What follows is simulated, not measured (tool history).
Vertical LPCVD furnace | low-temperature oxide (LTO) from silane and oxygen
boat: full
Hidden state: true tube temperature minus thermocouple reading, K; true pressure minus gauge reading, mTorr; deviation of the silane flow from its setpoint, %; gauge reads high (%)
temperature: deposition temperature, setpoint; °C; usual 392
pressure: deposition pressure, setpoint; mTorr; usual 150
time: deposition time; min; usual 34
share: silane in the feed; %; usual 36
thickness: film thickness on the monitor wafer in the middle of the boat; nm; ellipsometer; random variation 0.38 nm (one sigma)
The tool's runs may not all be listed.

run,hour,temperature,pressure,time,share,wafers since the last listed run,hours since the last temperature calibration,hours since the pressure gauge was zeroed,hours since the silane flow controller was replaced,hours since the gauge calibration,"read-back reference wafer on the same gauge, thickness",thickness
1,0,392,150,39,36,0,3411.2,1640,4243.3,367.2,177.97,189.87
2,25.7,400,150,34,36,372,3436.9,1665.7,4269,392.9,178,181.25
3,39.6,400,150,34,36,201,3450.8,1679.6,4282.9,406.8,178.02,181.58
4,52.3,392,150,34,36,184,3463.5,1692.3,4295.6,419.5,178,165.2
5,145.7,392,150,34,36,1354,3556.9,1785.7,4389,512.9,178.02,164.94
6,167.5,392,150,34,36,316,3578.7,1807.5,4410.8,534.7,178.01,164.85
7,188.1,392,150,34,36,298,3599.3,1828.1,4431.4,555.3,178,165.15
8,223.3,392,150,34,33,510,3634.5,1863.3,4466.6,590.5,178.06,146.09
9,239,392,150,34,33,227,3650.2,1879,4482.3,606.2,178,146.15
10,254.7,392,150,34,33,227,3665.9,1894.7,4498,621.9,178.01,146.64
# hour 267.9: gauge calibrated
11,271.1,392,150,34,36,237,3682.3,1911.1,4514.4,3.2,177.98,165.18
# hour 302.1: silane flow controller replaced
12,302.6,392,150,34,36,108,3713.8,1942.6,0.5,34.7,178.02,165.13
# hour 330.2: thermocouples replaced and temperature profile calibrated
13,330.7,392,150,34,36,59,0.5,1970.7,28.6,62.8,177.96,165.24
14,349.9,392,150,34,36,278,19.7,1989.9,47.8,82,177.92,164.84
15,365.5,398,150,34,30,226,35.3,2005.5,63.4,97.6,177.9,137.15
16,391,386,160,46.5,36,369,60.8,2031,88.9,123.1,177.99,225.11
17,405.1,387,175,44,40,204,74.9,2045.1,103,137.2,178.03,270.95
# hour 452.9: pressure gauge zeroed
18,453.4,392,150,24,36,352,123.2,0.5,151.3,185.5,178.01,121.6

Forecast run 19:
19,457.3,392,160,34,33,56,127.1,4.4,155.2,189.4,?,?

Run 19 gave read-back reference wafer on the same gauge, thickness 178.01, thickness 162.53 nm.
Without the tool's hidden state the same run would have given thickness 163.15 nm.
